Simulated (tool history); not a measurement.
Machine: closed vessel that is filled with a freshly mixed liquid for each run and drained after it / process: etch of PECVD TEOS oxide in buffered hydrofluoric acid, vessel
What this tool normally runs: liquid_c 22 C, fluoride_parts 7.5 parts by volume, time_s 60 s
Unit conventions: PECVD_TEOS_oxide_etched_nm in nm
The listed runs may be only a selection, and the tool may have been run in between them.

run,hour,liquid_c,fluoride_parts,time_s,"read-back film thickness of the PECVD TEOS oxide reference wafer, read on the same gauge (nm)",PECVD_TEOS_oxide_etched_nm
1,0,22,7.5,60,120.03,97.01
2,58.3,22,7.5,60,120.01,94.85
3,111.1,22,9.5,60,120,77.24
4,149.5,22,7.5,60,120.02,97.1
5,186.8,22,7.5,40,120,63.78
6,253.8,22,7.5,40,120,64.67
7,295.3,22,7.5,60,119.99,95.61
8,334.5,22,7.5,60,120.03,97.04
9,398.7,22,7.5,45,119.98,72.78
10,467.7,23,7.5,60,119.99,100.8
# hour 490: hydrofluoric acid flow meter replaced
11,533.7,22,7.5,60,120.02,103.64
12,564.9,22,7.5,60,120.03,103.37
13,616.1,25,7.5,60,120.01,122.26
# hour 650.4: gauge calibrated
14,680.7,22,7.5,60,120.01,102.31
15,739.2,22,7.5,60,120.01,102.67
16,769.6,22,7.5,60,119.98,102.8
17,794.3,22,10.5,45,120.01,56.64
18,847,25.5,7.5,60,120.01,124.73
19,885.6,19,9,35,119.99,42.17
20,962.1,18.5,7.5,90,120.02,128.41
21,1027.7,18,9.5,60,120,66.41
22,1069.4,26.5,6.5,80,120.02,202.88
23,1135.1,22,7.5,60,120.01,103.21
24,1185.7,20.5,8.5,30,120.01,40.93
25,1213.3,22,6,40,120.01,85.18
26,1243.4,22,7.5,60,120,102.39
# hour 1255.7: thermometer replaced
27,1293.9,22,5,60,120,141.69
28,1346.3,20.5,5,75,120.01,162.2
29,1396.6,18.5,7.5,60,120.01,80.92
30,1465.6,22,7.5,60,119.99,96.72
31,1523.1,24.5,5,80,120,218.31
32,1548,20,7.5,30,119.99,43.7
33,1600.5,22,7.5,60,120.01,98.73

Give the tool's hidden conditions for every run:
gauge reads high (%): 0 in every run
H1: liquid hotter than its thermometer reads (K)
H2: hydrofluoric acid flow below the setpoint (%)
run,H1,H2
1,0.167,4.61
2,0.213,4.78
3,0.255,4.92
4,0.285,5.03
5,0.314,5.13
6,0.367,5.32
7,0.399,5.43
8,0.43,5.54
9,0.48,5.72
10,0.535,5.91
11,0.587,0.779
12,0.611,0.865
13,0.651,1.01
14,0.702,1.19
15,0.748,1.35
16,0.772,1.43
17,0.791,1.5
18,0.833,1.65
19,0.863,1.75
20,0.923,1.97
21,0.975,2.15
22,1.01,2.26
23,1.06,2.44
24,1.1,2.58
25,1.12,2.66
26,1.14,2.74
27,0.252,2.88
28,0.293,3.03
29,0.332,3.17
30,0.387,3.36
31,0.432,3.52
32,0.451,3.59
33,0.493,3.73

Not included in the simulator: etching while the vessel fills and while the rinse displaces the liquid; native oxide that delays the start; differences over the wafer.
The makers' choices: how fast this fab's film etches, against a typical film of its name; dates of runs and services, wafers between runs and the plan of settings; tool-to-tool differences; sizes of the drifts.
